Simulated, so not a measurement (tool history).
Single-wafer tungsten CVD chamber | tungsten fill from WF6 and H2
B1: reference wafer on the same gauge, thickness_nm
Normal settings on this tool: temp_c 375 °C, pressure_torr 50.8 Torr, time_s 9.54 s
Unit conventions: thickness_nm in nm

{"run": 1, "hour": 0.0, "temp_c": 375, "pressure_torr": 50.8, "time_s": 10.12, "B1": 26.306, "thickness_nm": 23.6}
{"run": 2, "hour": 60.9, "temp_c": 375, "pressure_torr": 50.8, "time_s": 10.12, "B1": 26.329, "thickness_nm": 23.591}
{"run": 3, "hour": 130.3, "temp_c": 375, "pressure_torr": 50.8, "time_s": 10.12, "B1": 26.277, "thickness_nm": 23.376}
{"run": 4, "hour": 190.6, "temp_c": 375, "pressure_torr": 50.8, "time_s": 9.54, "B1": 26.4, "thickness_nm": 22.396}
{"run": 5, "hour": 239.5, "temp_c": 375, "pressure_torr": 50.8, "time_s": 9.54, "B1": 26.285, "thickness_nm": 22.361}
{"run": 6, "hour": 270.8, "temp_c": 375, "pressure_torr": 50.8, "time_s": 9.99, "B1": 26.235, "thickness_nm": 23.101}
{"run": 7, "hour": 335.8, "temp_c": 375, "pressure_torr": 50.8, "time_s": 9.99, "B1": 26.236, "thickness_nm": 23.253}
{"run": 8, "hour": 376.9, "temp_c": 375, "pressure_torr": 50.8, "time_s": 9.99, "B1": 26.303, "thickness_nm": 23.342}
{"run": 9, "hour": 442.2, "temp_c": 375, "pressure_torr": 50.8, "time_s": 9.54, "B1": 26.331, "thickness_nm": 22.135}
{"run": 10, "hour": 485.6, "temp_c": 375, "pressure_torr": 50.8, "time_s": 9.54, "B1": 26.246, "thickness_nm": 22.31}
{"run": 11, "hour": 530.0, "temp_c": 375, "pressure_torr": 50.8, "time_s": 8.09, "B1": 26.347, "thickness_nm": 18.898}
{"hour": 552.3, "done": "capacitance manometer re-zeroed and calibrated"}
{"run": 12, "hour": 570.3, "temp_c": 375, "pressure_torr": 50.8, "time_s": 8.09, "B1": 26.341, "thickness_nm": 18.267}
{"run": 13, "hour": 718.3, "temp_c": 375, "pressure_torr": 50.8, "time_s": 9.54, "B1": 26.358, "thickness_nm": 21.453}
{"run": 14, "hour": 783.4, "temp_c": 375, "pressure_torr": 50.8, "time_s": 9.54, "B1": 26.278, "thickness_nm": 21.484}
{"hour": 796.6, "done": "gauge calibrated"}
{"run": 15, "hour": 854.9, "temp_c": 375, "pressure_torr": 50.8, "time_s": 9.54, "B1": 26.303, "thickness_nm": 21.556}
{"run": 16, "hour": 917.8, "temp_c": 368, "pressure_torr": 50.8, "time_s": 7.67, "B1": 26.297, "thickness_nm": 14.405}
{"run": 17, "hour": 958.3, "temp_c": 375, "pressure_torr": 50.8, "time_s": 9.54, "B1": 26.216, "thickness_nm": 21.74}
{"hour": 995.9, "done": "thermocouple changed; heater temperature recalibrated"}
{"run": 18, "hour": 1029.6, "temp_c": 375, "pressure_torr": 50.8, "time_s": 7.77, "B1": 26.355, "thickness_nm": 18.483}
{"hour": 1047.9, "done": "showerhead replaced"}
{"run": 19, "hour": 1086.3, "temp_c": 363, "pressure_torr": 54.5, "time_s": 10.35, "B1": 26.38, "thickness_nm": 19.344}
{"run": 20, "hour": 1133.9, "temp_c": 375, "pressure_torr": 50.8, "time_s": 10.12, "B1": 26.337, "thickness_nm": 24.245}
{"run": 21, "hour": 1203.4, "temp_c": 385, "pressure_torr": 47.0, "time_s": 10.92, "B1": 26.333, "thickness_nm": 30.962}
{"run": 22, "hour": 1268.8, "temp_c": 370, "pressure_torr": 41.8, "time_s": 8.92, "B1": 26.289, "thickness_nm": 16.8}
{"run": 23, "hour": 1298.1, "temp_c": 375, "pressure_torr": 55.6, "time_s": 9.54, "B1": 26.307, "thickness_nm": 23.773}
{"run": 24, "hour": 1342.3, "temp_c": 375, "pressure_torr": 55.8, "time_s": 8.64, "B1": 26.308, "thickness_nm": 21.314}
{"run": 25, "hour": 1410.6, "temp_c": 386, "pressure_torr": 42.3, "time_s": 8.23, "B1": 26.229, "thickness_nm": 22.385}
{"run": 26, "hour": 1446.5, "temp_c": 375, "pressure_torr": 50.8, "time_s": 9.54, "B1": 26.269, "thickness_nm": 22.436}
{"run": 27, "hour": 1499.5, "temp_c": 375, "pressure_torr": 50.8, "time_s": 9.54, "B1": 26.326, "thickness_nm": 22.438}
{"run": 28, "hour": 1565.8, "temp_c": 365, "pressure_torr": 50.8, "time_s": 10.15, "B1": 26.324, "thickness_nm": 18.441}

Consider 3 possible next runs. They are alternatives, not a sequence: every one starts from the tool as it was left by run 28. What does each give?
{"run": "A", "hour": 1566.2, "temp_c": 375, "pressure_torr": 50.8, "time_s": 10.28, "B1": "?", "thickness_nm": "?"}
{"run": "B", "hour": 1566.2, "temp_c": 365, "pressure_torr": 46.6, "time_s": 10.94, "B1": "?", "thickness_nm": "?"}
{"run": "C", "hour": 1566.2, "temp_c": 375, "pressure_torr": 60.4, "time_s": 9.54, "B1": "?", "thickness_nm": "?"}

run=A B1=26.217 thickness_nm=24.056
run=B B1=26.217 thickness_nm=19.109
run=C B1=26.217 thickness_nm=24.470
Stripped of hidden state, with their random variation kept, the same runs would have yielded:
run=A thickness_nm=24.532
run=B thickness_nm=19.518
run=C thickness_nm=24.974
